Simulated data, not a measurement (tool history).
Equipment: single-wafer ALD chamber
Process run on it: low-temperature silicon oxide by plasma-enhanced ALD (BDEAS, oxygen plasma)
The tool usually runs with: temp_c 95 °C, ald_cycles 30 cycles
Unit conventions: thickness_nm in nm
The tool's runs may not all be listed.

run	hour	temp_c	ald_cycles	read-back reference wafer on the same gauge, thickness_nm	thickness_nm
1	0	95	30	4.18	4.553
2	89.8	104	30	4.179	4.411
3	158.9	104	30	4.181	4.426
4	227.5	87	30	4.183	4.707
5	319.4	87	30	4.179	4.717
6	393	87	30	4.181	4.713
7	435.6	95	30	4.179	4.573
8	512.7	95	30	4.179	4.587
# hour 577: gauge calibrated
9	597.7	95	30	4.185	4.567
10	666.8	95	30	4.179	4.562
11	773.5	101	32	4.18	4.748
# hour 829.3: thermocouple changed; heater temperature recalibrated
12	879.1	86	26	4.18	4.013
13	970.6	95	30	4.181	4.461
14	1020.1	104	30	4.173	4.372
15	1100.5	95	26	4.183	3.874
16	1159.4	109	30	4.183	4.312
17	1230.7	87	34	4.183	5.248
18	1331.3	81	30	4.179	4.775
19	1373.5	104	33	4.182	4.802
20	1417.5	95	32	4.184	4.821

Here are 5 independent what-if runs from the current tool condition. What would each one return?
A	1418	102	30	?	?
B	1418	102	28	?	?
C	1418	106	32	?	?
D	1418	84	30	?	?
E	1418	101	30	?	?

run	read-back reference wafer on the same gauge, thickness_nm	thickness_nm
A	4.178	4.403
B	4.178	4.11
C	4.178	4.658
D	4.178	4.722
E	4.178	4.413
Without the tool's unlogged condition, the same runs would have read:
run	thickness_nm
A	4.388
B	4.096
C	4.642
D	4.691
E	4.397
